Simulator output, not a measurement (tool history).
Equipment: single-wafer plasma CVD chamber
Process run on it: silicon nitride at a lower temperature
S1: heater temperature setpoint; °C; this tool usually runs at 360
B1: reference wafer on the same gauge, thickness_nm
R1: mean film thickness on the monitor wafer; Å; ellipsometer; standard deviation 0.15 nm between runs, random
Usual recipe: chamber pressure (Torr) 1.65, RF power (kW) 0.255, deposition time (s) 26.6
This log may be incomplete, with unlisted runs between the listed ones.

{"run": 1, "day": 0.0, "S1": 360, "chamber pressure (Torr)": 1.65, "RF power (kW)": 0.29, "deposition time (s)": 26.6, "B1": 24.738, "R1": 295.65}
{"run": 2, "day": 2.879, "S1": 356, "chamber pressure (Torr)": 1.65, "RF power (kW)": 0.255, "deposition time (s)": 26.6, "B1": 24.701, "R1": 269.82}
{"run": 3, "day": 6.683, "S1": 356, "chamber pressure (Torr)": 1.65, "RF power (kW)": 0.255, "deposition time (s)": 26.6, "B1": 24.686, "R1": 268.32}
{"run": 4, "day": 10.633, "S1": 360, "chamber pressure (Torr)": 1.65, "RF power (kW)": 0.255, "deposition time (s)": 26.6, "B1": 24.7, "R1": 265.17}
{"run": 5, "day": 13.538, "S1": 360, "chamber pressure (Torr)": 1.65, "RF power (kW)": 0.255, "deposition time (s)": 26.6, "B1": 24.725, "R1": 266.26}
{"day": 14.0, "done": "thermocouple changed; heater temperature recalibrated"}
{"run": 6, "day": 15.433, "S1": 360, "chamber pressure (Torr)": 1.65, "RF power (kW)": 0.255, "deposition time (s)": 26.6, "B1": 24.701, "R1": 265.03}
{"day": 16.812, "done": "RF generator calibrated"}
{"run": 7, "day": 18.317, "S1": 360, "chamber pressure (Torr)": 1.65, "RF power (kW)": 0.255, "deposition time (s)": 26.6, "B1": 24.741, "R1": 282.21}
{"run": 8, "day": 20.104, "S1": 360, "chamber pressure (Torr)": 1.65, "RF power (kW)": 0.255, "deposition time (s)": 26.6, "B1": 24.726, "R1": 283.24}
{"run": 9, "day": 22.883, "S1": 360, "chamber pressure (Torr)": 1.65, "RF power (kW)": 0.255, "deposition time (s)": 29.6, "B1": 24.669, "R1": 312.38}
{"run": 10, "day": 24.421, "S1": 360, "chamber pressure (Torr)": 1.65, "RF power (kW)": 0.255, "deposition time (s)": 26.6, "B1": 24.726, "R1": 280.91}
{"day": 26.642, "done": "showerhead replaced, of another model than before"}
{"run": 11, "day": 28.088, "S1": 365, "chamber pressure (Torr)": 2.04, "RF power (kW)": 0.285, "deposition time (s)": 29.2, "B1": 24.662, "R1": 342.4}
{"day": 29.479, "done": "gauge calibrated"}
{"run": 12, "day": 30.596, "S1": 360, "chamber pressure (Torr)": 1.65, "RF power (kW)": 0.255, "deposition time (s)": 26.6, "B1": 24.755, "R1": 280.77}
{"day": 32.133, "done": "capacitance manometer re-zeroed and calibrated"}
{"run": 13, "day": 33.5, "S1": 355, "chamber pressure (Torr)": 2.0, "RF power (kW)": 0.255, "deposition time (s)": 23.1, "B1": 24.684, "R1": 250.35}
{"run": 14, "day": 36.204, "S1": 355, "chamber pressure (Torr)": 2.01, "RF power (kW)": 0.255, "deposition time (s)": 24.5, "B1": 24.679, "R1": 268.45}
{"run": 15, "day": 40.7, "S1": 373, "chamber pressure (Torr)": 1.65, "RF power (kW)": 0.295, "deposition time (s)": 26.6, "B1": 24.692, "R1": 302.31}
{"run": 16, "day": 44.688, "S1": 360, "chamber pressure (Torr)": 1.65, "RF power (kW)": 0.255, "deposition time (s)": 26.6, "B1": 24.734, "R1": 280.16}

Predict each of these 3 candidate next runs independently; none follows another, all start after run 16:
{"run": "A", "day": 44.704, "S1": 360, "chamber pressure (Torr)": 1.65, "RF power (kW)": 0.255, "deposition time (s)": 26.6, "B1": "?", "R1": "?"}
{"run": "B", "day": 44.704, "S1": 360, "chamber pressure (Torr)": 1.98, "RF power (kW)": 0.255, "deposition time (s)": 23.7, "B1": "?", "R1": "?"}
{"run": "C", "day": 44.704, "S1": 372, "chamber pressure (Torr)": 1.65, "RF power (kW)": 0.255, "deposition time (s)": 28.5, "B1": "?", "R1": "?"}

run=A B1=24.698 R1=279.73
run=B B1=24.698 R1=257.06
run=C B1=24.698 R1=298.42
With the hidden condition removed and each run's random variation left untouched, the same runs would have given:
run=A R1=283.95
run=B R1=260.94
run=C R1=302.92
